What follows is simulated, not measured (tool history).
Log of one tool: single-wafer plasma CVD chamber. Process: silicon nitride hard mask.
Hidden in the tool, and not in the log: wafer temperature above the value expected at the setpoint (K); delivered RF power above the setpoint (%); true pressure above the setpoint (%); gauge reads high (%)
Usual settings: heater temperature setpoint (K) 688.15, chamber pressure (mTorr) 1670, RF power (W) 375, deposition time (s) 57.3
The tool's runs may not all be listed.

| run | hour | heater temperature setpoint (K) | chamber pressure (mTorr) | RF power (W) | deposition time (s) | wafers since the last listed run | hours since the last thermocouple change | hours since the last RF generator calibration | hours since the last manometer calibration | hours since the showerhead was replaced | hours since the gauge calibration | read-back reference wafer on the same gauge, thickness_nm | mean film thickness on the monitor wafer (angstrom) |
|---|---|---|---|---|---|---|---|---|---|---|---|---|---|
| 1 | 0.0 | 688.15 | 1940 | 375 | 57.3 | 0 | 66.9 | 1523.0 | 2593.4 | 57.0 | 235.4 | 89.007 | 823.58 |
| 2 | 11.8 | 688.15 | 1670 | 375 | 57.3 | 215 | 78.7 | 1534.8 | 2605.2 | 68.8 | 247.2 | 89.059 | 815.65 |
| 3 | 28.8 | 688.15 | 1670 | 375 | 57.3 | 310 | 95.7 | 1551.8 | 2622.2 | 85.8 | 264.2 | 89.206 | 809.55 |
| 4 | 41.2 | 688.15 | 1670 | 375 | 57.3 | 226 | 108.1 | 1564.2 | 2634.6 | 98.2 | 276.6 | 89.186 | 810.70 |
| 5 | 56.3 | 688.15 | 1670 | 375 | 57.3 | 276 | 123.2 | 1579.3 | 2649.7 | 113.3 | 291.7 | 89.243 | 808.14 |
| 6 | 68.5 | 688.15 | 1670 | 375 | 57.3 | 223 | 135.4 | 1591.5 | 2661.9 | 125.5 | 303.9 | 89.302 | 806.44 |
| 7 | 76.9 | 688.15 | 1670 | 375 | 57.3 | 153 | 143.8 | 1599.9 | 2670.3 | 133.9 | 312.3 | 88.968 | 811.87 |
| 8 | 93.2 | 688.15 | 1670 | 350 | 57.3 | 298 | 160.1 | 1616.2 | 2686.6 | 150.2 | 328.6 | 89.034 | 789.29 |
| 9 | 107.0 | 677.15 | 1670 | 395 | 57.3 | 252 | 173.9 | 1630.0 | 2700.4 | 164.0 | 342.4 | 89.172 | 833.54 |
| 10 | 115.0 | 688.15 | 1670 | 375 | 52.2 | 146 | 181.9 | 1638.0 | 2708.4 | 172.0 | 350.4 | 89.140 | 737.16 |
|  | 130.9 | RF generator calibrated |
| 11 | 131.4 | 700.15 | 1840 | 345 | 47.7 | 153 | 198.3 | 0.5 | 2724.8 | 188.4 | 366.8 | 88.923 | 674.98 |
| 12 | 142.6 | 701.15 | 1300 | 440 | 57.3 | 204 | 209.5 | 11.7 | 2736.0 | 199.6 | 378.0 | 89.148 | 846.49 |
| 13 | 153.7 | 688.15 | 1670 | 375 | 57.3 | 202 | 220.6 | 22.8 | 2747.1 | 210.7 | 389.1 | 89.091 | 829.21 |
| 14 | 160.9 | 688.15 | 1670 | 375 | 57.3 | 131 | 227.8 | 30.0 | 2754.3 | 217.9 | 396.3 | 89.087 | 828.89 |
| 15 | 170.3 | 688.15 | 1670 | 375 | 57.3 | 171 | 237.2 | 39.4 | 2763.7 | 227.3 | 405.7 | 89.100 | 830.42 |
|  | 181.4 | capacitance manometer re-zeroed and calibrated |
|  | 183.3 | gauge calibrated |
| 16 | 187.3 | 694.15 | 1670 | 430 | 57.3 | 164 | 254.2 | 56.4 | 5.9 | 244.3 | 4.0 | 88.978 | 874.91 |
| 17 | 198.3 | 688.15 | 1670 | 375 | 57.3 | 201 | 265.2 | 67.4 | 16.9 | 255.3 | 15.0 | 89.154 | 829.60 |
| 18 | 207.8 | 697.15 | 1670 | 375 | 57.3 | 173 | 274.7 | 76.9 | 26.4 | 264.8 | 24.5 | 89.097 | 823.86 |
| 19 | 218.8 | 688.15 | 1670 | 375 | 57.3 | 201 | 285.7 | 87.9 | 37.4 | 275.8 | 35.5 | 89.214 | 828.89 |
| 20 | 227.1 | 681.15 | 1670 | 375 | 57.3 | 151 | 294.0 | 96.2 | 45.7 | 284.1 | 43.8 | 89.054 | 831.82 |
| 21 | 241.4 | 678.15 | 1670 | 330 | 57.3 | 261 | 308.3 | 110.5 | 60.0 | 298.4 | 58.1 | 88.998 | 791.57 |
| 22 | 251.6 | 688.15 | 1670 | 375 | 57.3 | 186 | 318.5 | 120.7 | 70.2 | 308.6 | 68.3 | 89.157 | 830.00 |
| 23 | 269.3 | 696.15 | 1670 | 300 | 64.1 | 323 | 336.2 | 138.4 | 87.9 | 326.3 | 86.0 | 89.042 | 859.10 |
| 24 | 284.7 | 675.15 | 1360 | 375 | 57.3 | 281 | 351.6 | 153.8 | 103.3 | 341.7 | 101.4 | 89.074 | 812.77 |
| 25 | 297.8 | 688.15 | 1670 | 375 | 62.5 | 239 | 364.7 | 166.9 | 116.4 | 354.8 | 114.5 | 89.005 | 901.42 |
| 26 | 306.2 | 688.15 | 1670 | 375 | 57.3 | 153 | 373.1 | 175.3 | 124.8 | 363.2 | 122.9 | 88.957 | 825.73 |
| 27 | 323.7 | 688.15 | 1670 | 375 | 57.3 | 320 | 390.6 | 192.8 | 142.3 | 380.7 | 140.4 | 89.271 | 827.54 |
| 28 | 333.2 | 702.15 | 1670 | 375 | 65.6 | 173 | 400.1 | 202.3 | 151.8 | 390.2 | 149.9 | 89.039 | 940.43 |
| 29 | 346.5 | 681.15 | 1670 | 375 | 49.5 | 243 | 413.4 | 215.6 | 165.1 | 403.5 | 163.2 | 89.206 | 718.51 |
| 30 | 361.3 | 681.15 | 1890 | 375 | 57.3 | 270 | 428.2 | 230.4 | 179.9 | 418.3 | 178.0 | 89.320 | 840.12 |

What the log doesn't show, run by run:
wafer temperature above the value expected at the setpoint (K): 0 in every run
true pressure above the setpoint (%): 0 in every run
gauge reads high (%): 0 in every run
H1: delivered RF power above the setpoint (%)
| run | H1 |
|---|---|
| 1 | -7.02 |
| 2 | -7.07 |
| 3 | -7.15 |
| 4 | -7.2 |
| 5 | -7.27 |
| 6 | -7.32 |
| 7 | -7.36 |
| 8 | -7.43 |
| 9 | -7.49 |
| 10 | -7.53 |
| 11 | -1.12 |
| 12 | -1.17 |
| 13 | -1.22 |
| 14 | -1.25 |
| 15 | -1.29 |
| 16 | -1.37 |
| 17 | -1.41 |
| 18 | -1.46 |
| 19 | -1.5 |
| 20 | -1.54 |
| 21 | -1.6 |
| 22 | -1.65 |
| 23 | -1.72 |
| 24 | -1.79 |
| 25 | -1.85 |
| 26 | -1.89 |
| 27 | -1.96 |
| 28 | -2 |
| 29 | -2.06 |
| 30 | -2.13 |
